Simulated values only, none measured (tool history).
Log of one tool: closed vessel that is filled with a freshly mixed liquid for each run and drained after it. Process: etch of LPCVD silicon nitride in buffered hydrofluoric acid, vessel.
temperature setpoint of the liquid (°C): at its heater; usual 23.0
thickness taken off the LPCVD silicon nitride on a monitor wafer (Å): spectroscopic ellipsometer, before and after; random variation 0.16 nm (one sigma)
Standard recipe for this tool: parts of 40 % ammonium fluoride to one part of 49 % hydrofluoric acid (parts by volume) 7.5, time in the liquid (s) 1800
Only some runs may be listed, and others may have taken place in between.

run,hour,temperature setpoint of the liquid (°C),parts of 40 % ammonium fluoride to one part of 49 % hydrofluoric acid (parts by volume),time in the liquid (s),"read-back film thickness of the LPCVD silicon nitride reference wafer, read on the same gauge (nm)",thickness taken off the LPCVD silicon nitride on a monitor wafer (Å)
1,0.0,21.5,7.5,1800,60.02,294.3
2,17.5,23.0,8.5,1800,60.02,277.8
3,32.6,23.0,8.5,1800,59.96,277.0
4,43.8,23.0,8.5,1800,59.96,277.2
5,75.1,23.0,7.5,1800,59.97,314.2
6,90.2,23.0,7.5,1800,60.01,314.4
7,97.7,23.0,7.5,1800,60.00,315.5
# hour 106.3: hydrofluoric acid flow meter replaced
8,112.6,23.0,7.5,2585,60.01,481.8
9,122.5,23.0,7.5,1800,60.00,331.7
# hour 130.9: thermometer replaced
10,132.4,23.0,7.5,1800,60.01,370.3
11,148.0,23.0,7.5,1800,59.97,369.1
12,155.6,23.0,7.5,1800,59.99,372.0
13,164.4,23.0,7.5,1800,60.02,369.2
14,178.1,20.5,10.0,795,60.01,108.3
# hour 190.0: gauge calibrated
15,193.1,23.0,7.5,1800,60.00,365.9
16,200.6,24.5,9.0,1210,60.02,220.7
17,214.4,20.0,10.0,1800,60.03,238.6
18,223.8,24.5,6.5,1140,59.99,286.7
19,230.1,23.0,10.0,1800,59.98,282.7
20,237.2,23.0,9.5,1800,60.00,290.8
21,250.0,27.0,5.5,740,60.00,247.1
22,265.4,23.0,7.5,1800,60.03,365.6
23,279.9,23.0,6.0,2160,60.01,537.1

What will run 24 give?
24,295.0,20.0,9.0,1440,?,?

{"run 24": {"read-back film thickness of the LPCVD silicon nitride reference wafer, read on the same gauge (nm)": 60.01, "thickness taken off the LPCVD silicon nitride on a monitor wafer (Å)": 201.6}}
With the hidden condition absent and the run-to-run variation left alone, this run would have shown thickness taken off the LPCVD silicon nitride on a monitor wafer (Å) 214.0.
